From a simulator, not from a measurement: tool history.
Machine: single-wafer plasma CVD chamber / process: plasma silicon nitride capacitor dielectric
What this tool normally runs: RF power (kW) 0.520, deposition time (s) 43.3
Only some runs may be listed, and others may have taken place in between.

| run | hour | RF power (kW) | deposition time (s) | read-back reference wafer on the same gauge, thickness_nm | mean film thickness on the monitor wafer (angstrom) |
|---|---|---|---|---|---|
| 1 | 0.0 | 0.520 | 50.2 | 60.465 | 747.75 |
| 2 | 104.2 | 0.520 | 50.2 | 60.652 | 739.33 |
| 3 | 151.9 | 0.520 | 50.2 | 60.494 | 745.20 |
| 4 | 255.0 | 0.520 | 43.3 | 60.690 | 637.72 |
| 5 | 358.6 | 0.520 | 43.3 | 60.628 | 634.85 |
|  | 456.2 | gauge calibrated |
|  | 569.3 | RF generator calibrated |
| 6 | 572.5 | 0.520 | 43.3 | 60.616 | 649.22 |
| 7 | 619.1 | 0.520 | 43.3 | 60.664 | 643.59 |
| 8 | 674.3 | 0.520 | 37.1 | 60.434 | 555.61 |
| 9 | 761.0 | 0.520 | 43.3 | 60.575 | 646.17 |
| 10 | 834.3 | 0.580 | 40.1 | 60.597 | 621.31 |
| 11 | 891.8 | 0.520 | 50.0 | 60.692 | 742.04 |
| 12 | 963.3 | 0.585 | 37.8 | 60.516 | 590.64 |
| 13 | 1025.6 | 0.520 | 49.6 | 60.641 | 732.98 |
|  | 1040.2 | showerhead replaced |
| 14 | 1070.0 | 0.520 | 43.3 | 60.488 | 641.69 |
| 15 | 1168.2 | 0.425 | 39.9 | 60.551 | 542.39 |
| 16 | 1211.4 | 0.520 | 43.3 | 60.718 | 641.14 |
| 17 | 1346.0 | 0.490 | 49.9 | 60.592 | 712.99 |

Alternative continuations, all from the tool just after run 17; predict every row:
| A | 1346.4 | 0.565 | 43.3 | ? | ? |
| B | 1346.4 | 0.590 | 35.6 | ? | ? |
| C | 1346.4 | 0.560 | 51.3 | ? | ? |
| D | 1346.4 | 0.560 | 35.6 | ? | ? |
| E | 1346.4 | 0.435 | 46.6 | ? | ? |

| run | read-back reference wafer on the same gauge, thickness_nm | mean film thickness on the monitor wafer (angstrom) |
|---|---|---|
| A | 60.645 | 659.85 |
| B | 60.645 | 552.00 |
| C | 60.645 | 778.96 |
| D | 60.645 | 540.57 |
| E | 60.645 | 635.46 |
The same runs, with their run-to-run variation unchanged, on a tool lacking any hidden condition would have given:
| run | mean film thickness on the monitor wafer (angstrom) |
|---|---|
| A | 671.33 |
| B | 561.61 |
| C | 792.51 |
| D | 549.97 |
| E | 646.51 |
